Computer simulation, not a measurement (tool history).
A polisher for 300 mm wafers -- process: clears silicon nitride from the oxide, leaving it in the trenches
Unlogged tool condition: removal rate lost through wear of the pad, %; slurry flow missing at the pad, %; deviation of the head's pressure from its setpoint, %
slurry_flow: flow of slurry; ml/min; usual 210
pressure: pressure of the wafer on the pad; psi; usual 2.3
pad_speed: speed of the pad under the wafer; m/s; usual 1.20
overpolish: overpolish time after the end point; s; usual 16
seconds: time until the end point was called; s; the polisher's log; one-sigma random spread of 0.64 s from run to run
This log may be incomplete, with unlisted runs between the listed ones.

run     day  slurry_flow  pressure  pad_speed  overpolish  wafers since the last listed run  wafers polished on this pad  hours since the slurry nozzle was cleaned  hours since the head pressure was calibrated  incoming thickness of the incoming film, nm  seconds
  1   0.000          210       2.3       1.20          16                                 0                          522                                      583.7                                         672.6                                         65.8     68.1
  2   0.675          210       2.3       1.20          16                               204                          726                                      599.9                                         688.8                                         65.9     67.2
  3   1.471          210       2.3       1.20          16                               241                          968                                      619.0                                         707.9                                         65.2     69.6
      2.371  -- worn pad replaced by a new one
  4   2.825          210       1.7       1.20          16                               359                          137                                      651.5                                         740.4                                         65.0     82.2
  5   3.500          210       2.3       0.94          13                               204                          342                                      667.7                                         756.6                                         64.6     81.9
  6   4.908          210       2.3       0.94          13                               426                          768                                      701.5                                         790.4                                         65.6     89.0
  7   6.321          210       2.3       1.20          16                               428                         1197                                      735.4                                         824.3                                         65.9     74.7
      6.600  -- worn pad replaced by a new one
  8   7.042          210       2.3       1.34          16                               167                          133                                      752.7                                         841.6                                         65.0     59.5
  9   8.446          210       2.3       1.34          16                               425                          559                                      786.4                                         875.3                                         64.2     61.7
      8.829  -- head pressure recalibrated
      9.000  -- slurry nozzle cleaned
 10   9.825          155       2.3       1.20          16                               380                          939                                       19.8                                          23.9                                         64.7     69.4
 11  10.433          210       3.0       1.20          22                               184                         1123                                       34.4                                          38.5                                         65.4     55.7
     10.912  -- worn pad replaced by a new one
 12  10.954          210       2.9       1.20          24                               107                           12                                       46.9                                          51.0                                         65.1     52.0
 13  12.446          210       2.3       1.20          16                               452                          464                                       82.7                                          86.8                                         64.0     61.8
 14  13.321          210       2.3       1.20          16                               265                          729                                      103.7                                         107.8                                         65.2     63.1
 15  14.450          210       1.7       1.56           8                               342                         1071                                      130.8                                         134.9                                         65.2     64.5
     14.971  -- worn pad replaced by a new one
 16  15.042          210       2.3       1.04          16                               128                           21                                      145.0                                         149.1                                         65.0     73.2
 17  16.158          210       2.3       1.20          16                               338                          359                                      171.8                                         175.9                                         65.1     63.1
 18  17.525          210       2.7       1.32          16                               414                          773                                      204.6                                         208.7                                         64.6     52.4
     19.950  -- worn pad replaced by a new one
 19  20.662          210       2.3       0.82          16                               900                          216                                      279.9                                         284.0                                         64.8     90.7
 20  21.650          210       2.9       1.20          22                               299                          515                                      303.6                                         307.7                                         64.9     52.6

Here are 3 independent what-if runs from the current tool condition. What would each one return?
  A  21.667          210       2.3       1.50          16                                 5                          520                                      304.0                                         308.1                                         65.4        ?
  B  21.667          210       2.3       1.40          16                                 5                          520                                      304.0                                         308.1                                         65.4        ?
  C  21.667          210       1.6       1.62          16                                 5                          520                                      304.0                                         308.1                                         65.4        ?

run  seconds
  A     51.3
  B     55.0
  C     61.9
Without the tool's unlogged condition, the same runs would have read:
run  seconds
  A     49.3
  B     52.8
  C     59.5
